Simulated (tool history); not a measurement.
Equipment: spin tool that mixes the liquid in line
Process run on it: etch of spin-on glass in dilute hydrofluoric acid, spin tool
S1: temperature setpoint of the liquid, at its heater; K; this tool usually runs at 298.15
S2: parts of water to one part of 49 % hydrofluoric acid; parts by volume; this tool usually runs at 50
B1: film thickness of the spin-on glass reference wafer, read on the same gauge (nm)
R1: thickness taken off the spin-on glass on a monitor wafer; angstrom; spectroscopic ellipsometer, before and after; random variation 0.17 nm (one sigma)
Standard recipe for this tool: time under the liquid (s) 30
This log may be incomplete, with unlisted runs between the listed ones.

{"run": 1, "hour": 0.0, "S1": 298.15, "S2": 50, "time under the liquid (s)": 30, "B1": 99.93, "R1": 345.4}
{"run": 2, "hour": 69.7, "S1": 298.15, "S2": 50, "time under the liquid (s)": 30, "B1": 100.01, "R1": 349.5}
{"run": 3, "hour": 119.6, "S1": 298.15, "S2": 50, "time under the liquid (s)": 30, "B1": 99.96, "R1": 350.4}
{"run": 4, "hour": 174.1, "S1": 298.15, "S2": 50, "time under the liquid (s)": 30, "B1": 100.0, "R1": 352.8}
{"run": 5, "hour": 215.7, "S1": 298.15, "S2": 50, "time under the liquid (s)": 30, "B1": 100.0, "R1": 353.4}
{"run": 6, "hour": 279.6, "S1": 298.15, "S2": 50, "time under the liquid (s)": 30, "B1": 99.93, "R1": 356.0}
{"run": 7, "hour": 328.1, "S1": 298.15, "S2": 50, "time under the liquid (s)": 30, "B1": 99.98, "R1": 356.2}
{"run": 8, "hour": 383.4, "S1": 298.15, "S2": 50, "time under the liquid (s)": 30, "B1": 99.97, "R1": 359.6}
{"hour": 400.8, "done": "hydrofluoric acid flow meter replaced"}
{"hour": 473.1, "done": "gauge calibrated"}
{"run": 9, "hour": 544.8, "S1": 298.15, "S2": 50, "time under the liquid (s)": 30, "B1": 100.0, "R1": 323.8}
{"run": 10, "hour": 611.6, "S1": 298.15, "S2": 50, "time under the liquid (s)": 30, "B1": 100.04, "R1": 327.3}
{"run": 11, "hour": 648.1, "S1": 298.15, "S2": 50, "time under the liquid (s)": 15, "B1": 100.0, "R1": 164.8}
{"run": 12, "hour": 711.8, "S1": 298.15, "S2": 50, "time under the liquid (s)": 30, "B1": 99.98, "R1": 331.5}
{"run": 13, "hour": 749.7, "S1": 296.65, "S2": 50, "time under the liquid (s)": 30, "B1": 99.98, "R1": 313.9}
{"run": 14, "hour": 775.7, "S1": 299.65, "S2": 40, "time under the liquid (s)": 30, "B1": 100.0, "R1": 448.3}
{"run": 15, "hour": 815.1, "S1": 298.15, "S2": 50, "time under the liquid (s)": 30, "B1": 99.97, "R1": 332.0}
{"run": 16, "hour": 871.2, "S1": 294.65, "S2": 50, "time under the liquid (s)": 30, "B1": 100.0, "R1": 292.6}
{"run": 17, "hour": 909.6, "S1": 295.15, "S2": 30, "time under the liquid (s)": 30, "B1": 100.0, "R1": 505.0}
{"hour": 916.3, "done": "thermometer replaced"}
{"run": 18, "hour": 949.4, "S1": 298.15, "S2": 50, "time under the liquid (s)": 40, "B1": 99.95, "R1": 412.7}
{"run": 19, "hour": 1001.0, "S1": 295.65, "S2": 40, "time under the liquid (s)": 15, "B1": 100.03, "R1": 177.6}
{"run": 20, "hour": 1058.2, "S1": 298.15, "S2": 50, "time under the liquid (s)": 30, "B1": 99.98, "R1": 313.2}
{"run": 21, "hour": 1095.0, "S1": 302.65, "S2": 50, "time under the liquid (s)": 40, "B1": 99.99, "R1": 495.5}
{"run": 22, "hour": 1156.9, "S1": 294.65, "S2": 25, "time under the liquid (s)": 45, "B1": 100.05, "R1": 845.4}
{"run": 23, "hour": 1202.8, "S1": 299.65, "S2": 35, "time under the liquid (s)": 15, "B1": 99.96, "R1": 249.5}

4 ways to go on from here, each from the tool as it stands after run 23. What would each give?
{"run": "A", "hour": 1203.2, "S1": 293.65, "S2": 50, "time under the liquid (s)": 30, "B1": "?", "R1": "?"}
{"run": "B", "hour": 1203.2, "S1": 298.15, "S2": 75, "time under the liquid (s)": 15, "B1": "?", "R1": "?"}
{"run": "C", "hour": 1203.2, "S1": 298.15, "S2": 40, "time under the liquid (s)": 50, "B1": "?", "R1": "?"}
{"run": "D", "hour": 1203.2, "S1": 301.65, "S2": 60, "time under the liquid (s)": 50, "B1": "?", "R1": "?"}

run=A B1=100.01 R1=262.8
run=B B1=100.01 R1=102.1
run=C B1=100.01 R1=668.4
run=D B1=100.01 R1=498.6
Without the tool's unlogged condition, the same runs would have read:
run=A R1=242.5
run=B R1=94.3
run=C R1=617.6
run=D R1=460.8
